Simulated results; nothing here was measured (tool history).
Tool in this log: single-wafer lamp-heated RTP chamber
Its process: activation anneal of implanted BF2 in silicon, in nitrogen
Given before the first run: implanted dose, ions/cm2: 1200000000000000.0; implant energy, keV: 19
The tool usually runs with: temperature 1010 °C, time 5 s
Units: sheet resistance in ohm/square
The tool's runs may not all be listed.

run,hour,temperature,time,wafers since the last listed run,wafers since the last pyrometer calibration,wafers since the reflector plate was cleaned,hours since the gauge calibration,"read-back reference wafer on the same gauge, sheet resistance",sheet resistance
1,0,997,4,0,2584,4305,957.7,230.4,230.93
2,91.6,997,4,827,3412,5132,1049.3,229.95,230.54
3,149.3,1010,5,521,3933,5653,1107,229.7,211.23
4,198.8,1010,5,447,4380,6101,1156.5,229.27,210.1
5,265.8,1010,5,605,4985,6706,1223.5,228.71,211.07
6,341.2,1010,5,681,5666,7387,1298.9,228.63,208.08
7,392.7,1010,5,465,6132,7852,1350.4,228.98,208.24
8,429.9,1010,5,336,6468,8188,1387.6,228.66,207.51
9,483.4,1010,5,483,6951,8671,1441.1,228.1,209.9
# hour 520.9: pyrometer window cleaned and pyrometer calibrated
10,583.7,1010,5,833,567,9505,1541.4,228.23,208.49
11,686.7,1010,5,930,1497,10436,1644.4,227.83,210.37
12,755.1,1010,5,617,2115,11054,1712.8,227.85,208.18
13,825,1010,7,631,2747,11685,1782.7,227.29,200.79
14,925.4,1010,7,906,3654,12592,1883.1,227.44,200.92
15,996,1010,7,637,4291,13230,1953.7,227.35,201.08
16,1065.7,1010,5,629,4921,13859,2023.4,226.79,204.99
# hour 1141.3: reflector plate cleaned
17,1144.3,1010,5,637,5559,27,2102,226.64,208.05
18,1241.3,1010,5,876,6435,903,2199,226.69,206.42
19,1281.8,1010,5,365,6801,1269,2239.5,226.44,206.29
# hour 1377.8: pyrometer window cleaned and pyrometer calibrated
20,1381.9,1010,6,831,37,2101,2339.6,226.99,203.22
21,1439.7,981,3,522,559,2623,2397.4,226.8,253.24
22,1507.1,994,3,608,1168,3232,2464.8,226.42,232.18
23,1573.4,997,7,598,1767,3831,2531.1,226.36,215.71
24,1628.6,1010,5,498,2265,4330,2586.3,226.57,207.83
25,1723.2,1022,4,854,3120,5184,2680.9,226.23,198.52
26,1771.5,1010,5,436,3556,5621,2729.2,226.19,207.78
27,1872.1,1010,5,908,4465,6529,2829.8,226.66,208.3
28,1915.9,1010,5,395,4861,6925,2873.6,226.27,206.78
29,1975.4,1010,5,537,5398,7463,2933.1,226.36,208.01
# hour 1993.1: gauge calibrated
30,2034.1,983,5,530,5928,7993,41,235.29,253.28
# hour 2066.3: pyrometer window cleaned and pyrometer calibrated
31,2071.2,982,4,262,44,8256,78.1,235.05,255.43
32,2119.1,1024,5,432,477,8688,126,234.44,197.36
33,2210.5,1010,5,825,1302,9514,217.4,232.85,213.44
34,2295.3,987,3,766,2068,10280,302.2,232.75,249.19
35,2331.7,1036,8,328,2397,10609,338.6,232.14,171.4
36,2426.5,986,5,856,3254,11465,433.4,231.57,245.64
37,2532.4,1010,5,956,4210,12422,539.3,231.17,209.39
# hour 2732.9: reflector plate cleaned
38,2769.9,1010,4,2073,6283,334,776.8,229.36,213.3

Measured minus without-hidden-state, run by run (identical run-to-run variation in each term; gauge scatter may differ):
What the log doesn't record here: true wafer temperature minus pyrometer reading, K; wafer temperature error from the tarnished reflector plate, K; gauge reads high (%).
run,sheet resistance
1,-6.98
2,-7.37
3,-6.98
4,-7.11
5,-7.38
6,-7.51
7,-7.66
8,-7.75
9,-7.97
10,-8.18
11,-8.49
12,-8.54
13,-8.37
14,-8.55
15,-8.66
16,-8.94
17,-9.19
18,-9.24
19,-9.28
20,-9.25
21,-11.61
22,-10.71
23,-10.02
24,-9.7
25,-9.34
26,-9.81
27,-9.91
28,-9.86
29,-9.96
30,-1.94
31,-2.41
32,-2.3
33,-3.33
34,-4.73
35,-3.48
36,-5.83
37,-5.68
38,-7.18
